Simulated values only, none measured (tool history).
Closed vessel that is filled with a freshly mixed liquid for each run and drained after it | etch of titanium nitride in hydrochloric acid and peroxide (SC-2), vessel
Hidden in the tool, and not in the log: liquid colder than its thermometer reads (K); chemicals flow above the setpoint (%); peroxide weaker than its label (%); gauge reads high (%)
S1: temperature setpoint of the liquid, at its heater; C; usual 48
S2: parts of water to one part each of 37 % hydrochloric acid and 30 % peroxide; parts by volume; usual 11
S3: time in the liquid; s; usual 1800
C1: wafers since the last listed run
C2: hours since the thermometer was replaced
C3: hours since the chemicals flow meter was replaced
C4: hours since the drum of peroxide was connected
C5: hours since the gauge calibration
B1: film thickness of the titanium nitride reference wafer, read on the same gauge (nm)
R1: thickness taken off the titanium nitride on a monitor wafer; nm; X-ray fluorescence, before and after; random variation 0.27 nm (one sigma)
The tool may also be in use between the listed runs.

run     day    S1    S2    S3    C1     C2      C3     C4      C5     B1     R1
  1       0    43    11  1800     0  506.4   625.1  415.6   156.8  60.04  20.12
  2   3.404    43    11  1800  2712  588.1   706.8  497.3   238.5  60.01  20.44
  3   5.196    48    11  1235  1427  631.1   749.8  540.3   281.5     60  19.65
  4   8.733    48    11  1800  2819    716   834.7  625.2   366.4     60  28.83
     10.625  -- thermometer replaced
  5  11.912    48    11  1800  2500   30.9     911  701.5   442.7  59.98  28.77
  6    14.9    48    11  1800  2380  102.6   982.7  773.2   514.4  59.98  29.01
  7  18.533    48    11  1800  2895  189.8  1069.9  860.4   601.6  60.02  29.42
     20.146  -- chemicals flow meter replaced
  8  21.683    48    11  1800  2477  265.4    36.9    936   677.2  59.98  27.02
  9  23.662    43     7  2805  1577  312.9    84.4  983.5   724.7  59.98  43.08
     25.417  -- new drum of peroxide connected
 10  34.975    55    11  1800  8981  584.4   355.9  229.4   996.2  60.02  45.14
 11  38.217  43.5     7  2165  2583  662.2   433.7  307.2    1074  60.04  36.18
 12  40.417  52.5    11  1800  1753    715   486.5    360  1126.8  59.99  38.04
     40.788  -- thermometer replaced
     41.217  -- gauge calibrated
 13  45.142  43.5    11  1170  3732  104.5   599.9  473.4    94.2     60  13.23
 14  52.383  43.5  13.5  1800  5770  278.3   773.7  647.2     268  60.02  17.73
 15  59.938    48    11  1800  6019  459.6     955  828.5   449.3  59.99  28.84
 16  61.525    42    13  2290  1265  497.7   993.1  866.6   487.4  60.04  21.37

4 ways to go on from here, each from the tool as it stands after run 16. What would each give?
  A  61.575  48    11  2185  39  498.9  994.3  867.8  488.6   ?   ?
  B  61.575  53    11  1800  39  498.9  994.3  867.8  488.6   ?   ?
  C  61.575  48    11  1155  39  498.9  994.3  867.8  488.6   ?   ?
  D  61.575  48  13.5  1800  39  498.9  994.3  867.8  488.6   ?   ?

run     B1     R1
  A  59.98   35.2
  B  59.98  40.43
  C  59.98  18.61
  D  59.98  24.38
Without the tool's hidden state the same runs would have given:
run     R1
  A  32.28
  B  37.07
  C  17.06
  D   22.3
